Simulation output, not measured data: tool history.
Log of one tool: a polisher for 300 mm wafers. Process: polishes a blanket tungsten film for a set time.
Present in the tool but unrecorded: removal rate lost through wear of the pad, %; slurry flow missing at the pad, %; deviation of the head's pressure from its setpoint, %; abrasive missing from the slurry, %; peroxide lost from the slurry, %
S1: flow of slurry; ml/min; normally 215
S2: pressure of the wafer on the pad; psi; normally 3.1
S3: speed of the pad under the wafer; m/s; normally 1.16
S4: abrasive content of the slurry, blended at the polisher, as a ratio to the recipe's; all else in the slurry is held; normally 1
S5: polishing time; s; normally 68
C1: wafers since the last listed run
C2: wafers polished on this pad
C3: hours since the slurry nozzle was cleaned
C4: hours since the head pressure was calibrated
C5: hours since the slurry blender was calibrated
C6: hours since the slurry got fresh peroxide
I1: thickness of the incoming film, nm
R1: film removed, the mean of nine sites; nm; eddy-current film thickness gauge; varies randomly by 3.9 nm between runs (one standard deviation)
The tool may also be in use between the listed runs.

run	hour	S1	S2	S3	S4	S5	C1	C2	C3	C4	C5	C6	I1	R1
1	0	215	3.1	1.28	1	68	0	4074	828.1	821.4	382.1	167.8	879.5	323.4
# hour 16.8: slurry nozzle cleaned
2	73.6	215	3.1	1.16	1	68	972	5046	56.8	895	455.7	241.4	865.3	326
# hour 86.4: slurry blender recalibrated
3	134.1	215	3.1	1.16	1	68	783	5830	117.3	955.5	47.7	301.9	892.3	347.2
4	201.1	215	3.1	1.16	1	68	897	6727	184.3	1022.5	114.7	368.9	884.9	342.1
# hour 275.4: worn pad replaced by a new one
5	283.9	215	3.1	1.16	1	68	1055	114	267.1	1105.3	197.5	451.7	893.6	329.8
# hour 286.1: slurry tank refilled with fresh slurry and peroxide
6	367.6	215	3.1	1.16	1	68	1107	1221	350.8	1189	281.2	81.5	882.6	320
7	456.3	215	3.1	1.16	1	68	1188	2409	439.5	1277.7	369.9	170.2	889.7	314.4
8	571.8	215	3.1	1.16	1	68	1547	3956	555	1393.2	485.4	285.7	867.3	307.3
# hour 598.1: slurry blender recalibrated
9	639.8	215	3.1	1.16	1	68	884	4841	623	1461.2	41.7	353.7	875	328.4
# hour 657.8: slurry nozzle cleaned
# hour 679.9: head pressure recalibrated
10	713.1	215	3.1	1.16	1	68	941	5782	55.3	33.2	115	427	877.9	343.6
# hour 757.1: slurry tank refilled with fresh slurry and peroxide
11	769.1	215	3.1	1.16	1	68	736	6519	111.3	89.2	171	12	877.1	334.5
# hour 797.4: worn pad replaced by a new one
12	876.8	240	2.7	1.54	1.25	68	1388	1064	219	196.9	278.7	119.7	887.9	379.7
13	973.9	195	2	1.16	1	68	1300	2364	316.1	294	375.8	216.8	877.4	235.8
14	1075.1	145	3.9	1.56	1	68	1355	3720	417.3	395.2	477	318	879	411.6
# hour 1091.2: slurry blender recalibrated
15	1161.6	215	3.1	1.16	1	68	1131	4851	503.8	481.7	70.4	404.5	878.2	330.4
16	1246.8	215	3.1	1.16	1	68	1141	5993	589	566.9	155.6	489.7	870.7	320.5
# hour 1276.1: slurry tank refilled with fresh slurry and peroxide
17	1285.2	215	3.1	1.16	1	80	500	6494	627.4	605.3	194	9.1	893.8	369.9
18	1325	215	3.1	1.16	1	68	533	7027	667.2	645.1	233.8	48.9	885.8	320.3
19	1367	215	3.1	1.16	0.7	47	562	7589	709.2	687.1	275.8	90.9	875.5	201.5
# hour 1373.1: worn pad replaced by a new one
# hour 1420.4: slurry nozzle cleaned
20	1464.6	215	2.3	1.28	1	68	1240	1211	44.2	784.7	373.4	188.5	884.5	294.4
21	1549.2	215	3.5	1.16	1.1	68	1133	2345	128.8	869.3	458	273.1	874.9	364.5
22	1597.6	215	3.1	1.16	1	68	648	2993	177.2	917.7	506.4	321.5	866.1	318.6
# hour 1604.1: slurry blender recalibrated
23	1657.6	280	3.1	0.96	1	68	776	3770	237.2	977.7	53.5	381.5	875.1	304.3
24	1723.3	175	3.1	1.54	1.2	59	879	4650	302.9	1043.4	119.2	447.2	897.5	353
25	1797.9	215	3.1	1.16	1	68	999	5649	377.5	1118	193.8	521.8	885.5	332.2
# hour 1827.7: head pressure recalibrated
26	1842.9	165	3.1	1.16	1	68	575	6225	422.5	15.2	238.8	566.8	892.8	305.9
# hour 1852.6: slurry tank refilled with fresh slurry and peroxide
27	1942	215	4.2	1.16	0.75	68	1313	7539	521.6	114.3	337.9	89.4	888.9	362.9

Alternative continuations, all from the tool just after run 27; predict every row:
A	1942.4	170	3.1	1.16	1	68	5	7544	522	114.7	338.3	89.8	898.5	?
B	1942.4	170	3.1	0.94	1	82	5	7544	522	114.7	338.3	89.8	898.5	?
C	1942.4	215	3.9	1.16	0.85	68	5	7544	522	114.7	338.3	89.8	898.5	?

run	R1
A	302.9
B	315
C	361.3
The same runs, with their run-to-run variation unchanged, on a tool lacking any hidden condition would have given:
run	R1
A	346.7
B	360.7
C	406.8
